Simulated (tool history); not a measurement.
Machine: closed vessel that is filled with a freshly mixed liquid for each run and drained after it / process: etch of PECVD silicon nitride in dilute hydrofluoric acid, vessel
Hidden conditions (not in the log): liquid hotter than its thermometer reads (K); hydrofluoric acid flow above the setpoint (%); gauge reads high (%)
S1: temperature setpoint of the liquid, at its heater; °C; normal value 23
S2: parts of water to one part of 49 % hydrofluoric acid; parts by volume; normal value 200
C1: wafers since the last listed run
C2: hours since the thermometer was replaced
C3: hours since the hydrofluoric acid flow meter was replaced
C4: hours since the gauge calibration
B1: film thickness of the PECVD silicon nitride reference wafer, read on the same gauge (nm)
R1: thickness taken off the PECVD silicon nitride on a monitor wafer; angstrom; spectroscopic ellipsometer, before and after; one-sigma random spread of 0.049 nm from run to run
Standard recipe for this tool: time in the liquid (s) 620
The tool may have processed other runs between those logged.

{"run": 1, "hour": 0.0, "S1": 23, "S2": 200, "time in the liquid (s)": 620, "C1": 0, "C2": 3143.2, "C3": 783.5, "C4": 88.2, "B1": 90.01, "R1": 108.1}
{"run": 2, "hour": 7.0, "S1": 23, "S2": 200, "time in the liquid (s)": 620, "C1": 597, "C2": 3150.2, "C3": 790.5, "C4": 95.2, "B1": 89.97, "R1": 107.7}
{"run": 3, "hour": 19.9, "S1": 23, "S2": 200, "time in the liquid (s)": 620, "C1": 1100, "C2": 3163.1, "C3": 803.4, "C4": 108.1, "B1": 89.99, "R1": 108.5}
{"run": 4, "hour": 68.8, "S1": 23, "S2": 150, "time in the liquid (s)": 620, "C1": 4172, "C2": 3212, "C3": 852.3, "C4": 157, "B1": 89.98, "R1": 144.3}
{"run": 5, "hour": 79.0, "S1": 23, "S2": 200, "time in the liquid (s)": 620, "C1": 870, "C2": 3222.2, "C3": 862.5, "C4": 167.2, "B1": 89.98, "R1": 108.5}
{"run": 6, "hour": 89.2, "S1": 23, "S2": 200, "time in the liquid (s)": 620, "C1": 870, "C2": 3232.4, "C3": 872.7, "C4": 177.4, "B1": 90, "R1": 109.1}
{"run": 7, "hour": 103.2, "S1": 23, "S2": 200, "time in the liquid (s)": 620, "C1": 1194, "C2": 3246.4, "C3": 886.7, "C4": 191.4, "B1": 89.99, "R1": 109.6}
{"hour": 112.9, "done": "hydrofluoric acid flow meter replaced"}
{"hour": 116.5, "done": "thermometer replaced"}
{"run": 8, "hour": 117.0, "S1": 23, "S2": 200, "time in the liquid (s)": 620, "C1": 1006, "C2": 0.5, "C3": 4.1, "C4": 205.2, "B1": 89.98, "R1": 99}
{"run": 9, "hour": 128.1, "S1": 23, "S2": 200, "time in the liquid (s)": 620, "C1": 947, "C2": 11.6, "C3": 15.2, "C4": 216.3, "B1": 89.98, "R1": 99.8}
{"run": 10, "hour": 140.8, "S1": 23, "S2": 270, "time in the liquid (s)": 310, "C1": 1083, "C2": 24.3, "C3": 27.9, "C4": 229, "B1": 90.04, "R1": 37.2}
{"hour": 143.4, "done": "gauge calibrated"}
{"run": 11, "hour": 149.0, "S1": 27, "S2": 295, "time in the liquid (s)": 525, "C1": 699, "C2": 32.5, "C3": 36.1, "C4": 5.6, "B1": 90.01, "R1": 73.2}
{"run": 12, "hour": 161.0, "S1": 26.5, "S2": 160, "time in the liquid (s)": 620, "C1": 1023, "C2": 44.5, "C3": 48.1, "C4": 17.6, "B1": 90.03, "R1": 154.8}
{"run": 13, "hour": 171.1, "S1": 23, "S2": 200, "time in the liquid (s)": 620, "C1": 861, "C2": 54.6, "C3": 58.2, "C4": 27.7, "B1": 90.02, "R1": 100}
{"run": 14, "hour": 178.5, "S1": 26.5, "S2": 230, "time in the liquid (s)": 620, "C1": 631, "C2": 62, "C3": 65.6, "C4": 35.1, "B1": 90.02, "R1": 109}
{"run": 15, "hour": 193.6, "S1": 19.5, "S2": 230, "time in the liquid (s)": 620, "C1": 1288, "C2": 77.1, "C3": 80.7, "C4": 50.2, "B1": 90, "R1": 70.4}
{"run": 16, "hour": 202.4, "S1": 19, "S2": 145, "time in the liquid (s)": 920, "C1": 750, "C2": 85.9, "C3": 89.5, "C4": 59, "B1": 90, "R1": 157.9}
{"run": 17, "hour": 214.4, "S1": 23, "S2": 200, "time in the liquid (s)": 620, "C1": 1023, "C2": 97.9, "C3": 101.5, "C4": 71, "B1": 90.02, "R1": 100.2}
{"run": 18, "hour": 231.9, "S1": 23, "S2": 200, "time in the liquid (s)": 620, "C1": 1493, "C2": 115.4, "C3": 119, "C4": 88.5, "B1": 89.97, "R1": 100.8}

For each run, what was the tool's unlogged condition?
liquid hotter than its thermometer reads (K): 0 at every run
gauge reads high (%): 0 at every run
H1: hydrofluoric acid flow above the setpoint (%)
run=1 H1=9.82
run=2 H1=9.9
run=3 H1=10
run=4 H1=10.6
run=5 H1=10.7
run=6 H1=10.8
run=7 H1=11
run=8 H1=0.966
run=9 H1=1.09
run=10 H1=1.24
run=11 H1=1.34
run=12 H1=1.47
run=13 H1=1.59
run=14 H1=1.68
run=15 H1=1.85
run=16 H1=1.95
run=17 H1=2.09
run=18 H1=2.29
